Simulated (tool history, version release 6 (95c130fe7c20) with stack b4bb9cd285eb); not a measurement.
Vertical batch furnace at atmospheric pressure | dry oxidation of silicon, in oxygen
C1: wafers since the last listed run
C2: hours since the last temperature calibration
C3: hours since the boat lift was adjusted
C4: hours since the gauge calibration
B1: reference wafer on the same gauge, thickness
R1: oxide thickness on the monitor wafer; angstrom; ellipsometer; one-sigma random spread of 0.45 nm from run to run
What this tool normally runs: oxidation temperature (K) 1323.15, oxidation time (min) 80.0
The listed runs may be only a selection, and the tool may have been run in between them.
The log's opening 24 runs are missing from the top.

run 25 hour=1727.6 | oxidation_temperature_(K)=1323.15 oxidation_time_(min)=54.0 | C1=2316 C2=3124.2 C3=5057.2 C4=332.1 | B1=88.63 | R1=704.0
run 26 hour=1809.5 | oxidation_temperature_(K)=1332.15 oxidation_time_(min)=45.5 | C1=1229 C2=3206.1 C3=5139.1 C4=414.0 | B1=88.69 | R1=684.1
-- hour=1881.6 boat lift adjusted
run 27 hour=1882.1 | oxidation_temperature_(K)=1323.15 oxidation_time_(min)=80.0 | C1=729 C2=3278.7 C3=0.5 C4=486.6 | B1=88.66 | R1=916.1
run 28 hour=1976.1 | oxidation_temperature_(K)=1323.15 oxidation_time_(min)=80.0 | C1=1411 C2=3372.7 C3=94.5 C4=580.6 | B1=88.67 | R1=912.9
-- hour=2036.6 thermocouples replaced and temperature profile calibrated
run 29 hour=2081.5 | oxidation_temperature_(K)=1307.15 oxidation_time_(min)=80.0 | C1=1222 C2=44.9 C3=199.9 C4=686.0 | B1=88.74 | R1=772.3
run 30 hour=2164.6 | oxidation_temperature_(K)=1341.15 oxidation_time_(min)=62.5 | C1=1247 C2=128.0 C3=283.0 C4=769.1 | B1=88.77 | R1=872.2
run 31 hour=2240.7 | oxidation_temperature_(K)=1308.15 oxidation_time_(min)=99.0 | C1=1142 C2=204.1 C3=359.1 C4=845.2 | B1=88.67 | R1=902.6
run 32 hour=2330.0 | oxidation_temperature_(K)=1323.15 oxidation_time_(min)=98.0 | C1=1340 C2=293.4 C3=448.4 C4=934.5 | B1=88.63 | R1=1011.1
run 33 hour=2412.5 | oxidation_temperature_(K)=1302.15 oxidation_time_(min)=80.0 | C1=1238 C2=375.9 C3=530.9 C4=1017.0 | B1=88.60 | R1=744.2
run 34 hour=2480.5 | oxidation_temperature_(K)=1343.15 oxidation_time_(min)=53.5 | C1=1021 C2=443.9 C3=598.9 C4=1085.0 | B1=88.67 | R1=813.7
run 35 hour=2586.9 | oxidation_temperature_(K)=1323.15 oxidation_time_(min)=80.0 | C1=1597 C2=550.3 C3=705.3 C4=1191.4 | B1=88.62 | R1=886.9
run 36 hour=2677.8 | oxidation_temperature_(K)=1323.15 oxidation_time_(min)=53.5 | C1=1364 C2=641.2 C3=796.2 C4=1282.3 | B1=88.68 | R1=682.9
run 37 hour=2778.9 | oxidation_temperature_(K)=1331.15 oxidation_time_(min)=80.0 | C1=1518 C2=742.3 C3=897.3 C4=1383.4 | B1=88.69 | R1=951.2
run 38 hour=2847.3 | oxidation_temperature_(K)=1331.15 oxidation_time_(min)=109.5 | C1=1027 C2=810.7 C3=965.7 C4=1451.8 | B1=88.71 | R1=1163.6
run 39 hour=2948.4 | oxidation_temperature_(K)=1323.15 oxidation_time_(min)=80.0 | C1=1518 C2=911.8 C3=1066.8 C4=1552.9 | B1=88.56 | R1=886.6

Each row is a separate what-if for the run after 39, all from the same tool condition, not one after another. Results?
run A hour=2953.6 | oxidation_temperature_(K)=1323.15 oxidation_time_(min)=80.0 | C1=78 C2=917.0 C3=1072.0 C4=1558.1 | B1=? | R1=?
run B hour=2953.6 | oxidation_temperature_(K)=1344.15 oxidation_time_(min)=62.5 | C1=78 C2=917.0 C3=1072.0 C4=1558.1 | B1=? | R1=?
run C hour=2953.6 | oxidation_temperature_(K)=1314.15 oxidation_time_(min)=105.5 | C1=78 C2=917.0 C3=1072.0 C4=1558.1 | B1=? | R1=?
run D hour=2953.6 | oxidation_temperature_(K)=1323.15 oxidation_time_(min)=69.5 | C1=78 C2=917.0 C3=1072.0 C4=1558.1 | B1=? | R1=?

run=A B1=88.78 R1=881.9
run=B B1=88.78 R1=889.2
run=C B1=88.78 R1=981.6
run=D B1=88.78 R1=804.9
What these runs would have given with no unlogged condition in the tool:
run=A R1=872.3
run=B R1=880.1
run=C R1=970.7
run=D R1=796.0

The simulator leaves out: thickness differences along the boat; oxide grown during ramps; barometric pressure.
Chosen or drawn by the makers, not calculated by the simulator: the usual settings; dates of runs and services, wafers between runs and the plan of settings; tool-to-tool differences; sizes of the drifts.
